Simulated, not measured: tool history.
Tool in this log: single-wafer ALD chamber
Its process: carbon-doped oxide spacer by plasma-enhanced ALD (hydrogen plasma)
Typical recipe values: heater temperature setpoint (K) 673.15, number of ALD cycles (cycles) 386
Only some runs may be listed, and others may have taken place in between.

| run | hour | heater temperature setpoint (K) | number of ALD cycles (cycles) | read-back reference wafer on the same gauge, thickness_nm | mean film thickness on the monitor wafer (angstrom) |
|---|---|---|---|---|---|
| 1 | 0 | 673.15 | 416 | 16.391 | 214.28 |
| 2 | 23.4 | 673.15 | 416 | 16.384 | 214.2 |
| 3 | 38 | 673.15 | 416 | 16.394 | 215.16 |
| 4 | 61.2 | 673.15 | 386 | 16.391 | 199.25 |
| 5 | 89.3 | 673.15 | 386 | 16.396 | 199.07 |
| 6 | 119.5 | 673.15 | 386 | 16.388 | 199.73 |
| 7 | 137.5 | 669.15 | 362 | 16.39 | 187.89 |
| 8 | 163.9 | 669.15 | 362 | 16.401 | 187.63 |
| 9 | 178.9 | 673.15 | 386 | 16.398 | 199.44 |
| 10 | 201.1 | 673.15 | 386 | 16.404 | 199.14 |
| 11 | 231.4 | 673.15 | 386 | 16.403 | 199.43 |
| 12 | 264.4 | 677.15 | 429 | 16.385 | 217.74 |
| 13 | 277.3 | 677.15 | 429 | 16.393 | 219.1 |
| 14 | 296.9 | 673.15 | 386 | 16.39 | 197.95 |
| 15 | 329.1 | 673.15 | 425 | 16.392 | 218.74 |
| 16 | 355.9 | 673.15 | 386 | 16.408 | 198.65 |
| 17 | 375.2 | 673.15 | 386 | 16.396 | 198.4 |
| 18 | 387.6 | 673.15 | 386 | 16.4 | 197.61 |
| 19 | 419.3 | 673.15 | 386 | 16.387 | 197.98 |
| 20 | 441.7 | 673.15 | 453 | 16.404 | 232.68 |
| 21 | 464.5 | 678.15 | 417 | 16.407 | 211.97 |
| 22 | 493 | 686.15 | 349 | 16.399 | 172.07 |
| 23 | 509.4 | 664.15 | 386 | 16.392 | 200.68 |
| 24 | 533.3 | 673.15 | 386 | 16.401 | 196.93 |
| 25 | 554.8 | 673.15 | 386 | 16.404 | 197.01 |
| 26 | 577.1 | 667.15 | 334 | 16.39 | 172.8 |
| 27 | 605.7 | 662.15 | 439 | 16.403 | 227.37 |
| 28 | 641.3 | 665.15 | 427 | 16.404 | 221.64 |
| 29 | 656.3 | 673.15 | 386 | 16.394 | 196.96 |
| 30 | 683.7 | 673.15 | 331 | 16.408 | 170.97 |
| 31 | 703.1 | 673.15 | 416 | 16.406 | 215.03 |
| 32 | 723.1 | 673.15 | 386 | 16.397 | 200.79 |
| 33 | 754.1 | 673.15 | 386 | 16.409 | 199.6 |
| 34 | 772.4 | 680.15 | 441 | 16.403 | 223.62 |
| 35 | 786.4 | 682.15 | 356 | 16.403 | 179.24 |
| 36 | 808.8 | 660.15 | 351 | 16.402 | 181.36 |
| 37 | 834.2 | 673.15 | 386 | 16.39 | 199.94 |
| 38 | 855.9 | 677.15 | 340 | 16.407 | 174.03 |
| 39 | 875 | 664.15 | 335 | 16.42 | 174.38 |

Not shown here: 2 entries made in the log between runs. Locate each between two listed runs and compare the hidden state at the listed run before it with the hidden state at the listed run after it:
In the gap between runs 18 and 19: gauge calibrated (hour 404.2)
  wafer temperature above the value expected at the setpoint (K): 3.72 -> 3.91
  measured result minus the result with no hidden state, mean film thickness on the monitor wafer (angstrom): -1.96 -> -2.06
In the gap between runs 29 and 30: thermocouple changed; heater temperature recalibrated (hour 683.2)
  wafer temperature above the value expected at the setpoint (K): 5.45 -> 1.24
  measured result minus the result with no hidden state, mean film thickness on the monitor wafer (angstrom): -2.88 -> -0.56
